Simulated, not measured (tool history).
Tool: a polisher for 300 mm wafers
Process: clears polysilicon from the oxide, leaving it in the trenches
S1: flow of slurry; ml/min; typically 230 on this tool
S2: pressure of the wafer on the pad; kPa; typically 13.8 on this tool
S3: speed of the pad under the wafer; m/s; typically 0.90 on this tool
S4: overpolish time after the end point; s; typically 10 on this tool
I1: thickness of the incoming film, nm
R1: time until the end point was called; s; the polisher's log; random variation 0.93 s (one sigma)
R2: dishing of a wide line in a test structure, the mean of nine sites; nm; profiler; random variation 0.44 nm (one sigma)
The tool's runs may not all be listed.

run 1 hour=0.0 | S1=180 S2=13.8 S3=0.90 S4=10 | I1=422.3 | R1=47.0 R2=30.7
-- hour=31.3 worn pad replaced by a new one
run 2 hour=75.1 | S1=180 S2=13.8 S3=0.90 S4=10 | I1=420.1 | R1=44.3 R2=31.8
run 3 hour=142.8 | S1=230 S2=13.8 S3=0.90 S4=10 | I1=417.7 | R1=45.4 R2=31.3
run 4 hour=186.5 | S1=230 S2=13.8 S3=0.90 S4=10 | I1=422.9 | R1=46.3 R2=30.9
-- hour=204.0 head pressure recalibrated
run 5 hour=214.4 | S1=230 S2=13.8 S3=0.90 S4=10 | I1=427.5 | R1=51.0 R2=30.3
-- hour=275.6 slurry nozzle cleaned
run 6 hour=387.9 | S1=230 S2=13.8 S3=0.90 S4=10 | I1=420.8 | R1=50.9 R2=30.9
run 7 hour=418.2 | S1=230 S2=13.8 S3=0.90 S4=10 | I1=415.9 | R1=51.3 R2=29.8
-- hour=452.9 worn pad replaced by a new one
run 8 hour=455.9 | S1=230 S2=13.8 S3=0.90 S4=10 | I1=425.7 | R1=50.9 R2=31.0
run 9 hour=527.2 | S1=230 S2=13.8 S3=0.68 S4=10 | I1=417.9 | R1=65.2 R2=28.7
-- hour=634.4 slurry nozzle cleaned
run 10 hour=726.8 | S1=230 S2=13.8 S3=0.68 S4=10 | I1=427.0 | R1=62.2 R2=28.9
run 11 hour=781.2 | S1=230 S2=13.8 S3=0.68 S4=10 | I1=417.5 | R1=63.1 R2=28.5
-- hour=856.2 worn pad replaced by a new one
run 12 hour=959.7 | S1=230 S2=13.8 S3=0.90 S4=10 | I1=423.0 | R1=48.7 R2=30.9
run 13 hour=996.2 | S1=230 S2=13.8 S3=0.90 S4=10 | I1=418.7 | R1=45.8 R2=31.5
-- hour=1016.9 slurry nozzle cleaned
-- hour=1020.6 head pressure recalibrated
run 14 hour=1021.1 | S1=230 S2=13.8 S3=0.90 S4=10 | I1=421.4 | R1=51.6 R2=31.2
run 15 hour=1066.1 | S1=215 S2=13.8 S3=0.90 S4=10 | I1=415.4 | R1=50.8 R2=30.5
run 16 hour=1126.1 | S1=230 S2=13.8 S3=0.90 S4=15 | I1=423.9 | R1=52.0 R2=31.8
run 17 hour=1167.2 | S1=300 S2=13.8 S3=0.70 S4=15 | I1=421.5 | R1=64.2 R2=32.0
run 18 hour=1211.0 | S1=230 S2=13.8 S3=0.90 S4=10 | I1=422.0 | R1=51.2 R2=31.1
run 19 hour=1246.0 | S1=230 S2=13.8 S3=0.90 S4=10 | I1=419.5 | R1=50.4 R2=31.2
-- hour=1303.3 worn pad replaced by a new one
run 20 hour=1317.7 | S1=230 S2=13.8 S3=0.90 S4=10 | I1=419.8 | R1=50.0 R2=31.1
run 21 hour=1353.2 | S1=150 S2=17.9 S3=1.10 S4=10 | I1=421.6 | R1=33.7 R2=33.2
run 22 hour=1406.9 | S1=230 S2=13.8 S3=0.90 S4=10 | I1=421.4 | R1=50.3 R2=30.0
-- hour=1409.5 slurry nozzle cleaned
run 23 hour=1469.6 | S1=300 S2=16.5 S3=0.66 S4=7 | I1=427.4 | R1=55.2 R2=26.5
run 24 hour=1512.0 | S1=230 S2=13.8 S3=0.68 S4=10 | I1=420.6 | R1=65.0 R2=29.1
run 25 hour=1557.6 | S1=255 S2=10.3 S3=1.10 S4=14 | I1=424.1 | R1=52.5 R2=32.6
run 26 hour=1622.0 | S1=310 S2=13.8 S3=1.12 S4=10 | I1=421.3 | R1=38.3 R2=31.6
run 27 hour=1668.6 | S1=230 S2=13.8 S3=0.90 S4=10 | I1=421.1 | R1=47.4 R2=30.9
run 28 hour=1722.4 | S1=230 S2=13.8 S3=1.18 S4=10 | I1=415.4 | R1=36.0 R2=32.9
-- hour=1736.6 worn pad replaced by a new one
run 29 hour=1784.4 | S1=290 S2=13.8 S3=0.90 S4=10 | I1=420.9 | R1=46.9 R2=30.8
-- hour=1831.3 slurry nozzle cleaned
run 30 hour=1833.7 | S1=230 S2=9.7 S3=0.68 S4=5 | I1=420.3 | R1=83.7 R2=17.5
run 31 hour=1973.9 | S1=230 S2=13.8 S3=0.74 S4=10 | I1=413.3 | R1=52.4 R2=30.4
run 32 hour=2001.1 | S1=230 S2=13.8 S3=1.16 S4=15 | I1=417.1 | R1=34.6 R2=33.0

Alternative continuations, all from the tool just after run 32; predict every row:
run A hour=2001.5 | S1=230 S2=13.8 S3=0.90 S4=8 | I1=415.1 | R1=? R2=?
run B hour=2001.5 | S1=170 S2=17.2 S3=0.90 S4=10 | I1=415.1 | R1=? R2=?
run C hour=2001.5 | S1=305 S2=13.8 S3=0.72 S4=10 | I1=415.1 | R1=? R2=?

run=A R1=44.8 R2=29.9
run=B R1=37.2 R2=32.3
run=C R1=53.9 R2=30.2
With the hidden condition removed and each run's random variation left untouched, the same runs would have given:
run=A R1=49.7 R2=29.0
run=B R1=41.3 R2=31.8
run=C R1=59.9 R2=29.3
